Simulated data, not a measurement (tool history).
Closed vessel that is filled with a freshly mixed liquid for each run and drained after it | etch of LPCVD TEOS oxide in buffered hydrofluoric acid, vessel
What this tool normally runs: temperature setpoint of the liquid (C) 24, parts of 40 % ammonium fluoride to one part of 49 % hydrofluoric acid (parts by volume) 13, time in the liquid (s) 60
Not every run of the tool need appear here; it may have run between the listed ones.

| run | hour | temperature setpoint of the liquid (C) | parts of 40 % ammonium fluoride to one part of 49 % hydrofluoric acid (parts by volume) | time in the liquid (s) | wafers since the last listed run | hours since the thermometer was replaced | hours since the hydrofluoric acid flow meter was replaced | hours since the gauge calibration | read-back film thickness of the LPCVD TEOS oxide reference wafer, read on the same gauge (nm) | thickness taken off the LPCVD TEOS oxide on a monitor wafer (nm) |
|---|---|---|---|---|---|---|---|---|---|---|
| 1 | 0 | 24 | 13 | 40 | 0 | 539.2 | 420.4 | 1040.8 | 151.25 | 161.09 |
| 2 | 54.7 | 24 | 13 | 40 | 6710 | 593.9 | 475.1 | 1095.5 | 151.32 | 158.03 |
|  | 131 | thermometer replaced |
| 3 | 154.9 | 24 | 9.5 | 60 | 12169 | 23.9 | 575.3 | 1195.7 | 151.57 | 323.61 |
| 4 | 223.6 | 24 | 9.5 | 60 | 8427 | 92.6 | 644 | 1264.4 | 151.74 | 317.64 |
| 5 | 265.1 | 24 | 13 | 60 | 5091 | 134.1 | 685.5 | 1305.9 | 151.9 | 239.36 |
| 6 | 337.2 | 24 | 13 | 60 | 8844 | 206.2 | 757.6 | 1378 | 152.08 | 238.95 |
| 7 | 438.2 | 24 | 13 | 60 | 12390 | 307.2 | 858.6 | 1479 | 152.32 | 242.37 |
| 8 | 502.2 | 24 | 13 | 60 | 7851 | 371.2 | 922.6 | 1543 | 152.52 | 242.35 |
| 9 | 565.8 | 24 | 13 | 60 | 7802 | 434.8 | 986.2 | 1606.6 | 152.75 | 243.91 |
| 10 | 666 | 24 | 13 | 60 | 12292 | 535 | 1086.4 | 1706.8 | 153.15 | 240.92 |
| 11 | 745.8 | 24 | 13 | 60 | 9789 | 614.8 | 1166.2 | 1786.6 | 153.38 | 243.12 |
| 12 | 819.6 | 24 | 13 | 75 | 9053 | 688.6 | 1240 | 1860.4 | 153.64 | 303.63 |
|  | 838.2 | thermometer replaced |
| 13 | 920 | 25.5 | 13 | 60 | 12193 | 81.8 | 1340.4 | 1960.8 | 154.04 | 266.55 |
| 14 | 989.9 | 25.5 | 13 | 60 | 8575 | 151.7 | 1410.3 | 2030.7 | 154.34 | 266.05 |
| 15 | 1076 | 25.5 | 13 | 60 | 10562 | 237.8 | 1496.4 | 2116.8 | 154.7 | 267.67 |
| 16 | 1156.8 | 27.5 | 15.5 | 60 | 9912 | 318.6 | 1577.2 | 2197.6 | 155.02 | 247.97 |
| 17 | 1231.9 | 24 | 16 | 60 | 9212 | 393.7 | 1652.3 | 2272.7 | 155.38 | 201.46 |
| 18 | 1327.1 | 22.5 | 10.5 | 70 | 11678 | 488.9 | 1747.5 | 2367.9 | 155.81 | 329.67 |
| 19 | 1434.9 | 26.5 | 8 | 50 | 13224 | 596.7 | 1855.3 | 2475.7 | 156.38 | 370.49 |
|  | 1529.7 | thermometer replaced |
| 20 | 1531.2 | 21.5 | 15 | 60 | 11690 | 1.5 | 1951.6 | 2572 | 156.87 | 189.23 |
|  | 1537.7 | hydrofluoric acid flow meter replaced |
| 21 | 1579.4 | 20 | 14.5 | 40 | 5790 | 49.7 | 41.7 | 2620.2 | 157.12 | 118.2 |
| 22 | 1642.6 | 26 | 13 | 70 | 7753 | 112.9 | 104.9 | 2683.4 | 157.47 | 324.23 |
|  | 1688.9 | gauge calibrated |
| 23 | 1744.5 | 19.5 | 17 | 45 | 12500 | 214.8 | 206.8 | 55.6 | 149.41 | 106.85 |
| 24 | 1796.4 | 24 | 13 | 60 | 6366 | 266.7 | 258.7 | 107.5 | 149.42 | 239.06 |
| 25 | 1846.7 | 24 | 13 | 30 | 6170 | 317 | 309 | 157.8 | 149.4 | 118.61 |
| 26 | 1952 | 26 | 9 | 50 | 12917 | 422.3 | 414.3 | 263.1 | 149.5 | 305.17 |
| 27 | 2039.7 | 27.5 | 13 | 60 | 10758 | 510 | 502 | 350.8 | 149.55 | 286.39 |
| 28 | 2127.4 | 25.5 | 13 | 60 | 10758 | 597.7 | 589.7 | 438.5 | 149.59 | 256.74 |
| 29 | 2173.1 | 19.5 | 8.5 | 30 | 5606 | 643.4 | 635.4 | 484.2 | 149.66 | 136.5 |
| 30 | 2262.7 | 24 | 13 | 60 | 10991 | 733 | 725 | 573.8 | 149.72 | 237.58 |
|  | 2275.5 | thermometer replaced |
| 31 | 2305 | 24 | 11 | 30 | 5066 | 29.5 | 767.3 | 616.1 | 149.8 | 139.28 |
| 32 | 2350.7 | 24 | 13 | 60 | 5606 | 75.2 | 813 | 661.8 | 149.85 | 239.11 |

Below are 5 alternative next runs, each starting from the tool's condition after run 32. Predict each:
| A | 2351.4 | 22 | 13 | 60 | 85 | 75.9 | 813.7 | 662.5 | ? | ? |
| B | 2351.4 | 25.5 | 10 | 50 | 85 | 75.9 | 813.7 | 662.5 | ? | ? |
| C | 2351.4 | 24 | 13 | 70 | 85 | 75.9 | 813.7 | 662.5 | ? | ? |
| D | 2351.4 | 29 | 13 | 60 | 85 | 75.9 | 813.7 | 662.5 | ? | ? |
| E | 2351.4 | 24 | 13 | 85 | 85 | 75.9 | 813.7 | 662.5 | ? | ? |

| run | read-back film thickness of the LPCVD TEOS oxide reference wafer, read on the same gauge (nm) | thickness taken off the LPCVD TEOS oxide on a monitor wafer (nm) |
|---|---|---|
| A | 149.82 | 214.34 |
| B | 149.82 | 279.38 |
| C | 149.82 | 279.11 |
| D | 149.82 | 312.94 |
| E | 149.82 | 338.92 |
Take away the tool's hidden state, keep each run's random variation, and the runs would have read:
| run | thickness taken off the LPCVD TEOS oxide on a monitor wafer (nm) |
|---|---|
| A | 214.58 |
| B | 279.68 |
| C | 279.41 |
| D | 313.28 |
| E | 339.29 |

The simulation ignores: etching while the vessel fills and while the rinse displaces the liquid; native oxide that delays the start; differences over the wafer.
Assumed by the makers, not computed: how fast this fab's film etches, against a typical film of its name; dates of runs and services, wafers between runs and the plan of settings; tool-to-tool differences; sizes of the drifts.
